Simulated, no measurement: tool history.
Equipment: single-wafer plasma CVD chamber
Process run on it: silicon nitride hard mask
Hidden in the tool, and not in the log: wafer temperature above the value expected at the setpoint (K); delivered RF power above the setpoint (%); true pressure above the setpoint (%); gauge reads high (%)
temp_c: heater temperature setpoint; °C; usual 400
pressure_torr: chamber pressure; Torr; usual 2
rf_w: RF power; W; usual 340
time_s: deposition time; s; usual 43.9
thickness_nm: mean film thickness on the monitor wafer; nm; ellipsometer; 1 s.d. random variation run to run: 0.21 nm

| run | day | temp_c | pressure_torr | rf_w | time_s | wafers since the last listed run | hours since the last thermocouple change | hours since the last RF generator calibration | hours since the last manometer calibration | hours since the showerhead was replaced | hours since the gauge calibration | read-back reference wafer on the same gauge, thickness_nm | thickness_nm |
|---|---|---|---|---|---|---|---|---|---|---|---|---|---|
| 1 | 0 | 400 | 2 | 340 | 43.9 | 0 | 1771.5 | 249.3 | 1623.6 | 4439.5 | 316.9 | 55.575 | 63.528 |
| 2 | 3.388 | 400 | 2 | 340 | 43.9 | 1734 | 1852.8 | 330.6 | 1704.9 | 4520.8 | 398.2 | 55.609 | 62.961 |
| 3 | 6.325 | 400 | 2 | 340 | 43.9 | 1504 | 1923.3 | 401.1 | 1775.4 | 4591.3 | 468.7 | 55.614 | 63.318 |
| 4 | 8.646 | 389 | 2.11 | 340 | 43.9 | 1188 | 1979 | 456.8 | 1831.1 | 4647 | 524.4 | 55.584 | 65.325 |
| 5 | 11.55 | 389 | 2.11 | 340 | 43.9 | 1487 | 2048.7 | 526.5 | 1900.8 | 4716.7 | 594.1 | 55.567 | 65.088 |
| 6 | 13.921 | 389 | 2.11 | 340 | 43.9 | 1214 | 2105.6 | 583.4 | 1957.7 | 4773.6 | 651 | 55.597 | 64.841 |
| 7 | 18.258 | 400 | 2 | 340 | 40.9 | 2221 | 2209.7 | 687.5 | 2061.8 | 4877.7 | 755.1 | 55.599 | 59.232 |
| 8 | 20.204 | 400 | 2 | 340 | 40.9 | 996 | 2256.4 | 734.2 | 2108.5 | 4924.4 | 801.8 | 55.634 | 58.795 |
| 9 | 24.625 | 400 | 2 | 340 | 43.9 | 2264 | 2362.5 | 840.3 | 2214.6 | 5030.5 | 907.9 | 55.583 | 63.405 |
|  | 25.558 | thermocouple changed; heater temperature recalibrated |
|  | 26.3 | capacitance manometer re-zeroed and calibrated |
| 10 | 27.392 | 400 | 2 | 340 | 43.9 | 1075 | 44 | 906.7 | 26.2 | 5096.9 | 974.3 | 55.616 | 63.473 |
| 11 | 30.35 | 400 | 2 | 340 | 43.9 | 1515 | 115 | 977.7 | 97.2 | 5167.9 | 1045.3 | 55.552 | 63.487 |
| 12 | 32.371 | 400 | 2 | 380 | 41.1 | 1034 | 163.5 | 1026.2 | 145.7 | 5216.4 | 1093.8 | 55.626 | 62.042 |
| 13 | 36.421 | 405 | 2 | 385 | 46.9 | 2074 | 260.7 | 1123.4 | 242.9 | 5313.6 | 1191 | 55.631 | 70.805 |
| 14 | 39.362 | 387 | 2.41 | 340 | 43.9 | 1506 | 331.3 | 1194 | 313.5 | 5384.2 | 1261.6 | 55.597 | 67.775 |
| 15 | 42.058 | 406 | 2 | 340 | 43.9 | 1380 | 396 | 1258.7 | 378.2 | 5448.9 | 1326.3 | 55.62 | 63.558 |
|  | 45.904 | gauge calibrated |
| 16 | 47.825 | 400 | 2 | 340 | 43.9 | 2953 | 534.4 | 1397.1 | 516.6 | 5587.3 | 46.1 | 55.569 | 63.356 |
| 17 | 50.542 | 400 | 2 | 340 | 43.9 | 1391 | 599.6 | 1462.3 | 581.8 | 5652.5 | 111.3 | 55.602 | 63.186 |
| 18 | 52.317 | 388 | 2.18 | 290 | 43.9 | 909 | 642.2 | 1504.9 | 624.4 | 5695.1 | 153.9 | 55.578 | 61.608 |
|  | 53.021 | RF generator calibrated |
| 19 | 55.075 | 413 | 2 | 340 | 43.9 | 1241 | 708.4 | 49.3 | 690.6 | 5761.3 | 220.1 | 55.609 | 63.21 |
| 20 | 56.65 | 415 | 2 | 340 | 43.9 | 806 | 746.2 | 87.1 | 728.4 | 5799.1 | 257.9 | 55.619 | 63.064 |
|  | 57.525 | showerhead replaced |
| 21 | 59.612 | 400 | 2 | 405 | 51.7 | 1346 | 817.3 | 158.2 | 799.5 | 50.1 | 329 | 55.594 | 80.11 |
| 22 | 63.975 | 400 | 2 | 380 | 43.9 | 2234 | 922 | 262.9 | 904.2 | 154.8 | 433.7 | 55.579 | 66.05 |
| 23 | 67.875 | 387 | 2.46 | 340 | 43.9 | 1997 | 1015.6 | 356.5 | 997.8 | 248.4 | 527.3 | 55.592 | 68.501 |
| 24 | 70.308 | 405 | 2.28 | 395 | 36.1 | 1246 | 1074 | 414.9 | 1056.2 | 306.8 | 585.7 | 55.613 | 57.694 |
| 25 | 74.212 | 400 | 2 | 340 | 43.9 | 1999 | 1167.7 | 508.6 | 1149.9 | 400.5 | 679.4 | 55.614 | 62.976 |

3 options for the next run, each taken on its own from the tool as it stands now. Forecast them:
| A | 74.229 | 400 | 2 | 340 | 35.9 | 8 | 1168.1 | 509 | 1150.3 | 400.9 | 679.8 | ? | ? |
| B | 74.229 | 400 | 2.25 | 340 | 43.9 | 8 | 1168.1 | 509 | 1150.3 | 400.9 | 679.8 | ? | ? |
| C | 74.229 | 400 | 2 | 275 | 43.9 | 8 | 1168.1 | 509 | 1150.3 | 400.9 | 679.8 | ? | ? |

| run | read-back reference wafer on the same gauge, thickness_nm | thickness_nm |
|---|---|---|
| A | 55.627 | 51.719 |
| B | 55.627 | 65.786 |
| C | 55.627 | 58.337 |
With the hidden condition removed and each run's random variation left untouched, the same runs would have given:
| run | thickness_nm |
|---|---|
| A | 51.719 |
| B | 65.786 |
| C | 58.337 |

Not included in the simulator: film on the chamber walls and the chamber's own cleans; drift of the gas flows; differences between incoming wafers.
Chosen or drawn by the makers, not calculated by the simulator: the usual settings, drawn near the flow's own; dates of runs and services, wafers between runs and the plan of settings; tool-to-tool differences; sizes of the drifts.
